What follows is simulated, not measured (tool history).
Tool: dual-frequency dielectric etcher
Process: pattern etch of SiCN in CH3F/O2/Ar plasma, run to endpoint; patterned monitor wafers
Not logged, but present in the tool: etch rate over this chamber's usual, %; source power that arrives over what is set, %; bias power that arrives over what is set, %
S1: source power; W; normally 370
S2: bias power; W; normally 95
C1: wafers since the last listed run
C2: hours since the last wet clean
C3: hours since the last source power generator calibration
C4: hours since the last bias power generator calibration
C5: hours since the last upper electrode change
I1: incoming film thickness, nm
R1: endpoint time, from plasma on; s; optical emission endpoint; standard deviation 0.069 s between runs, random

run     day   S1   S2   C1     C2      C3      C4      C5    I1    R1
  1       0  440   95    0  184.6  5208.1    1889  4056.3  7.76  16.9
  2   1.308  440   95  238    216  5239.5  1920.4  4087.7  7.83  17.1
  3   4.633  370  105  607  295.8  5319.3  2000.2  4167.5  7.82  17.2
      6.525  -- source power generator calibrated
  4   8.996  370   95  766  400.5    59.3  2104.9  4272.2  7.81  18.2
     10.421  -- upper electrode replaced
  5  10.442  370   95   81  435.2      94  2139.6     0.5  7.83    18
  6  10.946  370   95   92  447.3   106.1  2151.7    12.6  7.75  17.9
  7  11.508  310  105  102  460.8   119.6  2165.2    26.1  7.81  18.2
  8  12.242  390   95  133  478.4   137.2  2182.8    43.7  7.73  17.7
  9  12.904  390   95  121  494.3   153.1  2198.7    59.6  7.76  17.7
 10  13.712  370   95  147  513.7   172.5  2218.1      79  7.87  18.2
 11  14.779  370   95  194  539.3   198.1  2243.7   104.6  7.81    18
 12    15.3  300   86   95  551.8   210.6  2256.2   117.1   7.7  20.3
 13    16.1  370   95  146    571   229.8  2275.4   136.3  7.81  18.1
 14  16.638  460   88   98  583.9   242.7  2288.3   149.2  7.74  17.4
 15  17.175  370   95   98  596.8   255.6  2301.2   162.1   7.9  18.3
     18.479  -- wet clean of the chamber
 16  18.962  370   95  143   11.6   298.5  2344.1     205  7.79    18
 17  19.942  340   72  178   35.1     322  2367.6   228.5  7.79  21.8
     20.208  -- bias power generator calibrated
 18  21.271  300   95  212     67   353.9    25.5   260.4  7.74  20.4
 19  22.496  370  118  223   96.4   383.3    54.9   289.8  7.82  17.1
 20  23.346  370   95  155  116.8   403.7    75.3   310.2  7.76  19.1
 21  24.467  370   95  204  143.7   430.6   102.2   337.1  7.75    19
 22  25.908  440  113  263  178.3   465.2   136.8   371.7  7.75  16.3
 23  27.371  300   76  267  213.4   500.3   171.9   406.8  7.88  23.4
 24  28.058  370   95  125  229.9   516.8   188.4   423.3  7.82    19
 25   31.65  400   72  656  316.1     603   274.6   509.5  7.87  21.8
 26  32.875  370   95  223  345.5   632.4     304   538.9  7.68  18.7
 27  33.633  340   88  138  363.7   650.6   322.2   557.1   7.8  20.3
 28  34.217  320  101  106  377.7   664.6   336.2   571.1  7.76  19.3
     34.625  -- bias power generator calibrated, repeated, since the last time left the tool worse
 29  35.029  310   74  117  397.2   684.1     9.7   590.6  7.79  22.7
 30  35.671  420  104  117  412.6   699.5    25.1     606   7.8    17
 31  36.921  370   95  228  442.6   729.5    55.1     636  7.79  18.4
 32  41.067  330   95  757  542.1     829   154.6   735.5  7.88  19.4
 33  42.038  370   71  177  565.4   852.3   177.9   758.8  7.87    22
 34   42.75  370   95  130  582.5   869.4     195   775.9  7.76  18.3

Hidden condition of the tool, last listed run before each entry between runs versus first listed run after:
Logged between run 3 and run 4: source power generator calibrated (day 6.525)
  bias power that arrives over what is set, %: 3.87 -> 3.92
  the result without the hidden state subtracted from the measured one, R1: -0.4 -> -0.4 s
Logged between run 4 and run 5: upper electrode replaced (day 10.421)
  bias power that arrives over what is set, %: 3.92 -> 3.93
  the result without the hidden state subtracted from the measured one, R1: -0.4 -> -0.4 s
Logged between run 15 and run 16: wet clean of the chamber (day 18.479)
  bias power that arrives over what is set, %: 3.99 -> 4.01
  the result without the hidden state subtracted from the measured one, R1: -0.4 -> -0.4 s
Logged between run 17 and run 18: bias power generator calibrated (day 20.208)
  bias power that arrives over what is set, %: 4.02 -> -6.41
  the result without the hidden state subtracted from the measured one, R1: -0.4 -> +0.7 s
Logged between run 28 and run 29: bias power generator calibrated, repeated, since the last time left the tool worse (day 34.625)
  bias power that arrives over what is set, %: -5.19 -> -0.0356
  the result without the hidden state subtracted from the measured one, R1: +0.6 -> +0 s
